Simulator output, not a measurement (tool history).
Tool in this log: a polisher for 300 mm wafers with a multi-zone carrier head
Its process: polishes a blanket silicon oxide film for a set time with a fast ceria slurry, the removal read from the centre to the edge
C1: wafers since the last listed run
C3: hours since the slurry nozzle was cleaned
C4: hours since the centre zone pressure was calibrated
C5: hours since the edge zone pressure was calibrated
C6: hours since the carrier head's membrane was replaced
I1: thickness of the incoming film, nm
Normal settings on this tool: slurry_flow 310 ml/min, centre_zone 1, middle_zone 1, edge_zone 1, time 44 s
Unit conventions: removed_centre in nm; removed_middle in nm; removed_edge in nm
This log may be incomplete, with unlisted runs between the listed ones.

run 1 hour=0 | slurry_flow=355 centre_zone=1 middle_zone=1 edge_zone=1 time=44 | C1=0 wafers_polished_on_this_pad=214 C3=277 C4=1310.9 C5=114.8 C6=1034 | I1=1602.6 | removed_centre=390.9 removed_middle=385.5 removed_edge=400.5
run 2 hour=25.2 | slurry_flow=355 centre_zone=1 middle_zone=1 edge_zone=1 time=44 | C1=196 wafers_polished_on_this_pad=410 C3=302.2 C4=1336.1 C5=140 C6=1059.2 | I1=1613.7 | removed_centre=380 removed_middle=391.3 removed_edge=394.4
run 3 hour=40.7 | slurry_flow=310 centre_zone=1 middle_zone=1 edge_zone=1 time=44 | C1=120 wafers_polished_on_this_pad=531 C3=317.7 C4=1351.6 C5=155.5 C6=1074.7 | I1=1624.3 | removed_centre=377.3 removed_middle=377 removed_edge=388.5
run 4 hour=56.5 | slurry_flow=310 centre_zone=1 middle_zone=1 edge_zone=1.06 time=44 | C1=123 wafers_polished_on_this_pad=654 C3=333.5 C4=1367.4 C5=171.3 C6=1090.5 | I1=1614.1 | removed_centre=374.5 removed_middle=382.8 removed_edge=384.5
run 5 hour=89 | slurry_flow=310 centre_zone=1 middle_zone=1 edge_zone=1.06 time=44 | C1=253 wafers_polished_on_this_pad=907 C3=366 C4=1399.9 C5=203.8 C6=1123 | I1=1615 | removed_centre=366.4 removed_middle=377.1 removed_edge=376.7
run 6 hour=105.4 | slurry_flow=310 centre_zone=1 middle_zone=1 edge_zone=1 time=44 | C1=127 wafers_polished_on_this_pad=1035 C3=382.4 C4=1416.3 C5=220.2 C6=1139.4 | I1=1582.8 | removed_centre=361.7 removed_middle=367.4 removed_edge=365.8
run 7 hour=134.9 | slurry_flow=310 centre_zone=1 middle_zone=1 edge_zone=1 time=44 | C1=229 wafers_polished_on_this_pad=1265 C3=411.9 C4=1445.8 C5=249.7 C6=1168.9 | I1=1621.1 | removed_centre=355.4 removed_middle=364.3 removed_edge=369.5
-- hour=149 worn pad replaced by a new one
run 8 hour=159.6 | slurry_flow=310 centre_zone=1 middle_zone=1 edge_zone=1 time=44 | C1=161 wafers_polished_on_this_pad=82 C3=436.6 C4=1470.5 C5=274.4 C6=1193.6 | I1=1592.9 | removed_centre=382.6 removed_middle=392.6 removed_edge=396.1
run 9 hour=184.6 | slurry_flow=310 centre_zone=1 middle_zone=1 edge_zone=1 time=44 | C1=194 wafers_polished_on_this_pad=277 C3=461.6 C4=1495.5 C5=299.4 C6=1218.6 | I1=1599.6 | removed_centre=376.8 removed_middle=374.3 removed_edge=385.9
-- hour=196.3 centre zone pressure recalibrated
run 10 hour=201.6 | slurry_flow=310 centre_zone=1 middle_zone=1 edge_zone=1 time=44 | C1=116 wafers_polished_on_this_pad=393 C3=478.6 C4=5.3 C5=316.4 C6=1235.6 | I1=1622.4 | removed_centre=372 removed_middle=375.8 removed_edge=385.7
-- hour=205.2 slurry nozzle cleaned
run 11 hour=221.2 | slurry_flow=310 centre_zone=1 middle_zone=1.04 edge_zone=1.05 time=48 | C1=144 wafers_polished_on_this_pad=538 C3=16 C4=24.9 C5=336 C6=1255.2 | I1=1610.3 | removed_centre=423.5 removed_middle=436.3 removed_edge=427.8
run 12 hour=252.5 | slurry_flow=310 centre_zone=1 middle_zone=1 edge_zone=1 time=53 | C1=243 wafers_polished_on_this_pad=782 C3=47.3 C4=56.2 C5=367.3 C6=1286.5 | I1=1598.3 | removed_centre=455.2 removed_middle=460.6 removed_edge=464.9
-- hour=338.7 worn pad replaced by a new one
run 13 hour=350.2 | slurry_flow=260 centre_zone=1 middle_zone=1 edge_zone=1.12 time=44 | C1=729 wafers_polished_on_this_pad=89 C3=145 C4=153.9 C5=465 C6=1384.2 | I1=1630.5 | removed_centre=381.5 removed_middle=388.9 removed_edge=408.6
run 14 hour=381.6 | slurry_flow=310 centre_zone=1 middle_zone=1 edge_zone=1 time=44 | C1=244 wafers_polished_on_this_pad=333 C3=176.4 C4=185.3 C5=496.4 C6=1415.6 | I1=1585.7 | removed_centre=380.3 removed_middle=391.8 removed_edge=399.5
-- hour=394.3 carrier head's membrane replaced by a new one
run 15 hour=402.2 | slurry_flow=310 centre_zone=1 middle_zone=1.04 edge_zone=1 time=30 | C1=121 wafers_polished_on_this_pad=455 C3=197 C4=205.9 C5=517 C6=7.9 | I1=1628.1 | removed_centre=258.2 removed_middle=273.8 removed_edge=266.7
-- hour=426.5 edge zone pressure recalibrated
run 16 hour=428.6 | slurry_flow=280 centre_zone=1.09 middle_zone=1.04 edge_zone=1 time=44 | C1=190 wafers_polished_on_this_pad=645 C3=223.4 C4=232.3 C5=2.1 C6=34.3 | I1=1626.4 | removed_centre=398.7 removed_middle=383.8 removed_edge=380.7
run 17 hour=460.4 | slurry_flow=310 centre_zone=1.08 middle_zone=0.94 edge_zone=1 time=31 | C1=247 wafers_polished_on_this_pad=893 C3=255.2 C4=264.1 C5=33.9 C6=66.1 | I1=1626.6 | removed_centre=278.3 removed_middle=246.5 removed_edge=264.8
run 18 hour=493.2 | slurry_flow=255 centre_zone=1 middle_zone=1 edge_zone=1 time=44 | C1=255 wafers_polished_on_this_pad=1148 C3=288 C4=296.9 C5=66.7 C6=98.9 | I1=1602.1 | removed_centre=349.5 removed_middle=359.6 removed_edge=369.7
-- hour=532.2 worn pad replaced by a new one
run 19 hour=550.1 | slurry_flow=365 centre_zone=0.94 middle_zone=1 edge_zone=1 time=44 | C1=411 wafers_polished_on_this_pad=139 C3=344.9 C4=353.8 C5=123.6 C6=155.8 | I1=1603.7 | removed_centre=368.5 removed_middle=397 removed_edge=396.7
run 20 hour=565.7 | slurry_flow=310 centre_zone=1 middle_zone=1 edge_zone=1 time=51 | C1=121 wafers_polished_on_this_pad=260 C3=360.5 C4=369.4 C5=139.2 C6=171.4 | I1=1586.4 | removed_centre=443.2 removed_middle=448.3 removed_edge=459.3
run 21 hour=588.9 | slurry_flow=310 centre_zone=1.06 middle_zone=1 edge_zone=0.88 time=44 | C1=180 wafers_polished_on_this_pad=441 C3=383.7 C4=392.6 C5=162.4 C6=194.6 | I1=1589.1 | removed_centre=396.9 removed_middle=387.2 removed_edge=367.8
run 22 hour=621.7 | slurry_flow=310 centre_zone=1 middle_zone=1 edge_zone=1 time=29 | C1=255 wafers_polished_on_this_pad=697 C3=416.5 C4=425.4 C5=195.2 C6=227.4 | I1=1593.6 | removed_centre=241.7 removed_middle=243.2 removed_edge=246.6

What if the next run were any one of these 4? Each begins from the tool's condition after run 22:
run A hour=622.1 | slurry_flow=310 centre_zone=0.93 middle_zone=1 edge_zone=1 time=44 | C1=3 wafers_polished_on_this_pad=700 C3=416.9 C4=425.8 C5=195.6 C6=227.8 | I1=1614.8 | removed_centre=? removed_middle=? removed_edge=?
run B hour=622.1 | slurry_flow=265 centre_zone=1.05 middle_zone=1 edge_zone=0.94 time=44 | C1=3 wafers_polished_on_this_pad=700 C3=416.9 C4=425.8 C5=195.6 C6=227.8 | I1=1614.8 | removed_centre=? removed_middle=? removed_edge=?
run C hour=622.1 | slurry_flow=210 centre_zone=0.9 middle_zone=1.04 edge_zone=1 time=51 | C1=3 wafers_polished_on_this_pad=700 C3=416.9 C4=425.8 C5=195.6 C6=227.8 | I1=1614.8 | removed_centre=? removed_middle=? removed_edge=?
run D hour=622.1 | slurry_flow=310 centre_zone=1 middle_zone=1 edge_zone=1 time=49 | C1=3 wafers_polished_on_this_pad=700 C3=416.9 C4=425.8 C5=195.6 C6=227.8 | I1=1614.8 | removed_centre=? removed_middle=? removed_edge=?

run=A removed_centre=342.7 removed_middle=360.6 removed_edge=373.7
run=B removed_centre=377.2 removed_middle=352 removed_edge=360.5
run=C removed_centre=357.4 removed_middle=405 removed_edge=413.1
run=D removed_centre=410.6 removed_middle=401.4 removed_edge=416.1
What these runs would have given with no unlogged condition in the tool:
run=A removed_centre=383.8 removed_middle=401.3 removed_edge=410.5
run=B removed_centre=426.4 removed_middle=395 removed_edge=398.3
run=C removed_centre=410.8 removed_middle=461.2 removed_edge=460.8
run=D removed_centre=459.8 removed_middle=446.7 removed_edge=457.2
